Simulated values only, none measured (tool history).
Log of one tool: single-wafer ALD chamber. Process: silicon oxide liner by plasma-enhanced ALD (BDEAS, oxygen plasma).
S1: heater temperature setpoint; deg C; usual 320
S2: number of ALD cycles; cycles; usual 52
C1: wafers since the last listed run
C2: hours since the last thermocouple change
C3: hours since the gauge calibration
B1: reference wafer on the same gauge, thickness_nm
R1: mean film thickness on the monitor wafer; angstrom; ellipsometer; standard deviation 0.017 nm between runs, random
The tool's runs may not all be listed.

run	hour	S1	S2	C1	C2	C3	B1	R1
1	0.0	320	56	0	1080.6	359.6	4.893	46.10
2	47.9	320	56	381	1128.5	407.5	4.901	46.15
3	87.6	320	56	315	1168.2	447.2	4.907	46.07
4	120.1	320	54	258	1200.7	479.7	4.912	44.93
5	180.9	320	54	483	1261.5	540.5	4.922	44.58
6	209.5	320	54	227	1290.1	569.1	4.926	44.75
7	267.5	320	52	461	1348.1	627.1	4.935	43.22
8	365.1	320	52	776	1445.7	724.7	4.951	43.26
9	538.9	310	45	1382	1619.5	898.5	4.968	38.34
10	580.3	310	45	329	1660.9	939.9	4.966	38.25
11	608.7	310	45	225	1689.3	968.3	4.970	38.16
12	660.9	320	52	415	1741.5	1020.5	4.969	43.70
# hour 684.9: thermocouple changed; heater temperature recalibrated
13	700.5	320	52	251	15.6	1060.1	4.975	43.50
14	763.7	320	52	502	78.8	1123.3	4.981	43.54
15	792.8	320	52	231	107.9	1152.4	4.980	43.62
16	846.7	315	43	428	161.8	1206.3	4.980	35.94
17	897.9	320	52	407	213.0	1257.5	4.989	43.75
18	953.1	309	52	439	268.2	1312.7	4.986	44.26
19	998.3	327	62	359	313.4	1357.9	4.992	51.45
20	1045.8	308	52	377	360.9	1405.4	4.997	44.35
# hour 1159.9: gauge calibrated
21	1173.6	320	46	1016	488.7	13.7	4.792	37.00
22	1244.9	314	45	567	560.0	85.0	4.817	37.01
23	1284.5	320	52	315	599.6	124.6	4.835	42.14
24	1355.6	333	42	565	670.7	195.7	4.853	34.04
25	1425.4	312	59	555	740.5	265.5	4.868	48.82
26	1480.5	329	43	438	795.6	320.6	4.879	34.82
27	1541.4	320	52	484	856.5	381.5	4.894	43.05
28	1585.9	330	59	354	901.0	426.0	4.905	47.83
29	1653.4	320	52	537	968.5	493.5	4.919	42.98
30	1679.5	312	61	207	994.6	519.6	4.913	50.94

Results for each run, recomputed without the tool's hidden state and with each run's random variation untouched:
The tool's hidden condition here consists of: wafer temperature above the value expected at the setpoint (K); gauge reads high (%).
run	R1
1	45.23
2	45.19
3	45.05
4	43.89
5	43.46
6	43.59
7	42.03
8	41.98
9	37.08
10	36.97
11	36.86
12	42.19
13	41.97
14	41.99
15	42.04
16	34.63
17	42.13
18	42.61
19	49.50
20	42.66
21	37.06
22	36.87
23	41.87
24	33.68
25	48.13
26	34.24
27	42.22
28	46.83
29	41.99
30	49.72
